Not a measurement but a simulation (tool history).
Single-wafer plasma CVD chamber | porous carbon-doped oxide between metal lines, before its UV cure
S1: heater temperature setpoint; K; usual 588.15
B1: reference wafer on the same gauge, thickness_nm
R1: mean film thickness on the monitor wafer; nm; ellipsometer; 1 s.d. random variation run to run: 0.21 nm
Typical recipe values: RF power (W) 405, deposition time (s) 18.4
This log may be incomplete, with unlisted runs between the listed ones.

run 1 hour=0.0 | S1=582.15 RF_power_(W)=405 deposition_time_(s)=18.4 | B1=74.592 | R1=79.553
run 2 hour=49.1 | S1=582.15 RF_power_(W)=405 deposition_time_(s)=18.4 | B1=74.615 | R1=79.482
run 3 hour=111.5 | S1=593.15 RF_power_(W)=385 deposition_time_(s)=18.4 | B1=74.604 | R1=71.697
run 4 hour=204.1 | S1=593.15 RF_power_(W)=385 deposition_time_(s)=18.4 | B1=74.611 | R1=71.813
run 5 hour=309.4 | S1=593.15 RF_power_(W)=385 deposition_time_(s)=18.4 | B1=74.606 | R1=72.175
run 6 hour=397.6 | S1=588.15 RF_power_(W)=405 deposition_time_(s)=18.4 | B1=74.574 | R1=76.534
run 7 hour=441.2 | S1=588.15 RF_power_(W)=405 deposition_time_(s)=18.4 | B1=74.596 | R1=76.484
run 8 hour=533.7 | S1=588.15 RF_power_(W)=405 deposition_time_(s)=18.4 | B1=74.642 | R1=76.107
run 9 hour=634.8 | S1=588.15 RF_power_(W)=430 deposition_time_(s)=18.4 | B1=74.592 | R1=79.460
run 10 hour=691.0 | S1=588.15 RF_power_(W)=430 deposition_time_(s)=18.4 | B1=74.606 | R1=79.709
run 11 hour=786.9 | S1=588.15 RF_power_(W)=405 deposition_time_(s)=18.4 | B1=74.633 | R1=76.658
run 12 hour=833.3 | S1=588.15 RF_power_(W)=405 deposition_time_(s)=18.4 | B1=74.539 | R1=76.279
run 13 hour=884.4 | S1=588.15 RF_power_(W)=405 deposition_time_(s)=18.4 | B1=74.631 | R1=76.283
-- hour=940.4 showerhead replaced
-- hour=955.3 gauge calibrated
run 14 hour=967.0 | S1=593.15 RF_power_(W)=405 deposition_time_(s)=18.4 | B1=74.577 | R1=74.495
run 15 hour=1060.4 | S1=593.15 RF_power_(W)=405 deposition_time_(s)=18.4 | B1=74.601 | R1=74.788
run 16 hour=1160.2 | S1=593.15 RF_power_(W)=405 deposition_time_(s)=18.4 | B1=74.575 | R1=74.027
-- hour=1186.0 thermocouple changed; heater temperature recalibrated
run 17 hour=1209.6 | S1=584.15 RF_power_(W)=325 deposition_time_(s)=17.0 | B1=74.608 | R1=63.969
run 18 hour=1295.0 | S1=595.15 RF_power_(W)=405 deposition_time_(s)=21.7 | B1=74.593 | R1=87.738
run 19 hour=1402.1 | S1=588.15 RF_power_(W)=345 deposition_time_(s)=17.1 | B1=74.575 | R1=64.720
-- hour=1464.9 RF generator calibrated
run 20 hour=1477.9 | S1=600.15 RF_power_(W)=405 deposition_time_(s)=18.4 | B1=74.602 | R1=72.071
run 21 hour=1517.7 | S1=578.15 RF_power_(W)=350 deposition_time_(s)=20.5 | B1=74.623 | R1=82.471
run 22 hour=1604.2 | S1=588.15 RF_power_(W)=405 deposition_time_(s)=18.4 | B1=74.617 | R1=76.989
run 23 hour=1694.1 | S1=581.15 RF_power_(W)=405 deposition_time_(s)=18.4 | B1=74.660 | R1=80.300
run 24 hour=1991.4 | S1=588.15 RF_power_(W)=405 deposition_time_(s)=18.4 | B1=74.601 | R1=76.815
run 25 hour=2082.6 | S1=584.15 RF_power_(W)=365 deposition_time_(s)=16.5 | B1=74.612 | R1=65.974
run 26 hour=2187.3 | S1=588.15 RF_power_(W)=405 deposition_time_(s)=18.4 | B1=74.605 | R1=76.797
run 27 hour=2295.3 | S1=588.15 RF_power_(W)=405 deposition_time_(s)=19.8 | B1=74.606 | R1=82.161
run 28 hour=2367.6 | S1=576.15 RF_power_(W)=440 deposition_time_(s)=20.8 | B1=74.622 | R1=97.675
run 29 hour=2440.0 | S1=588.15 RF_power_(W)=405 deposition_time_(s)=18.4 | B1=74.606 | R1=76.586
run 30 hour=2505.4 | S1=592.15 RF_power_(W)=460 deposition_time_(s)=19.8 | B1=74.596 | R1=87.369
run 31 hour=2568.2 | S1=581.15 RF_power_(W)=380 deposition_time_(s)=17.2 | B1=74.628 | R1=71.591
run 32 hour=2671.2 | S1=577.15 RF_power_(W)=405 deposition_time_(s)=21.9 | B1=74.641 | R1=96.705

The tool's hidden state at each run:
delivered RF power above the setpoint (%): 0, the same for each run
gauge reads high (%): 0, the same for each run
H1: wafer temperature above the value expected at the setpoint (K)
run=1 H1=2.54
run=2 H1=2.63
run=3 H1=2.73
run=4 H1=2.87
run=5 H1=3.01
run=6 H1=3.1
run=7 H1=3.15
run=8 H1=3.23
run=9 H1=3.3
run=10 H1=3.34
run=11 H1=3.4
run=12 H1=3.42
run=13 H1=3.45
run=14 H1=3.48
run=15 H1=3.52
run=16 H1=3.55
run=17 H1=-0.117
run=18 H1=0.411
run=19 H1=0.98
run=20 H1=1.33
run=21 H1=1.49
run=22 H1=1.82
run=23 H1=2.12
run=24 H1=2.85
run=25 H1=3.01
run=26 H1=3.17
run=27 H1=3.31
run=28 H1=3.39
run=29 H1=3.47
run=30 H1=3.53
run=31 H1=3.58
run=32 H1=3.65
